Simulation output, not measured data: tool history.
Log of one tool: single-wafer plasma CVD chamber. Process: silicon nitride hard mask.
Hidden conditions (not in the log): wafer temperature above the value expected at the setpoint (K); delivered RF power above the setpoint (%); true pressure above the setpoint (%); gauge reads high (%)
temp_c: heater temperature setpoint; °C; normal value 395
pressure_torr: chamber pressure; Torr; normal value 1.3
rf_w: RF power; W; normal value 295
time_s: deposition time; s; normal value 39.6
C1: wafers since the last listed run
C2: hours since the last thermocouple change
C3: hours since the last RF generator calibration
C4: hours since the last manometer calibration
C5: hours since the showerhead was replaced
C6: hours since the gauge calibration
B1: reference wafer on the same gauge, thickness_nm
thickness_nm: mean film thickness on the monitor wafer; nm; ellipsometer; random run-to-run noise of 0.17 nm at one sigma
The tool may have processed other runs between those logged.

Run 1, hour 0: usual settings but time_s 34.9 s; C1 0; C2 1254.4; C3 813.4; C4 2313.1; C5 4183.5; C6 173.2; B1 42.165. Result: thickness_nm 37.418 nm.
Run 2, hour 13.9: usual settings; C1 250; C2 1268.3; C3 827.3; C4 2327; C5 4197.4; C6 187.1; B1 42.19. Result: thickness_nm 43.129 nm.
Run 3, hour 27.3: usual settings; C1 241; C2 1281.7; C3 840.7; C4 2340.4; C5 4210.8; C6 200.5; B1 42.209. Result: thickness_nm 42.596 nm.
Run 4, hour 41.8: usual settings; C1 261; C2 1296.2; C3 855.2; C4 2354.9; C5 4225.3; C6 215; B1 42.224. Result: thickness_nm 42.822 nm.
Run 5, hour 54.2: usual settings; C1 223; C2 1308.6; C3 867.6; C4 2367.3; C5 4237.7; C6 227.4; B1 42.133. Result: thickness_nm 42.533 nm.
Run 6, hour 87: usual settings; C1 591; C2 1341.4; C3 900.4; C4 2400.1; C5 4270.5; C6 260.2; B1 42.193. Result: thickness_nm 42.285 nm.
Run 7, hour 101.2: usual settings; C1 256; C2 1355.6; C3 914.6; C4 2414.3; C5 4284.7; C6 274.4; B1 42.257. Result: thickness_nm 42.345 nm.
Run 8, hour 131: usual settings; C1 537; C2 1385.4; C3 944.4; C4 2444.1; C5 4314.5; C6 304.2; B1 42.21. Result: thickness_nm 42.369 nm.
Run 9, hour 158.4: usual settings but temp_c 391 °C; C1 494; C2 1412.8; C3 971.8; C4 2471.5; C5 4341.9; C6 331.6; B1 42.14. Result: thickness_nm 42.342 nm.
Run 10, hour 175.9: usual settings; C1 315; C2 1430.3; C3 989.3; C4 2489; C5 4359.4; C6 349.1; B1 42.151. Result: thickness_nm 41.98 nm.
At hour 188.1: RF generator calibrated.
At hour 190.7: showerhead replaced.
Run 11, hour 202.5: usual settings but temp_c 389 °C, pressure_torr 0.99 Torr; C1 288; C2 1456.9; C3 14.4; C4 2515.6; C5 11.8; C6 375.7; B1 42.202. Result: thickness_nm 40.993 nm.

The next listed run, before its measurement:
Run 12, hour 222.9: usual settings; C1 368; C2 1477.3; C3 34.8; C4 2536; C5 32.2; C6 396.1; B1 ?. Result: thickness_nm ?.

B1: 42.174
thickness_nm: 44.258 nm
Were there no unlogged condition in the tool, this run, its random variation unchanged, would have produced thickness_nm 44.307 nm.
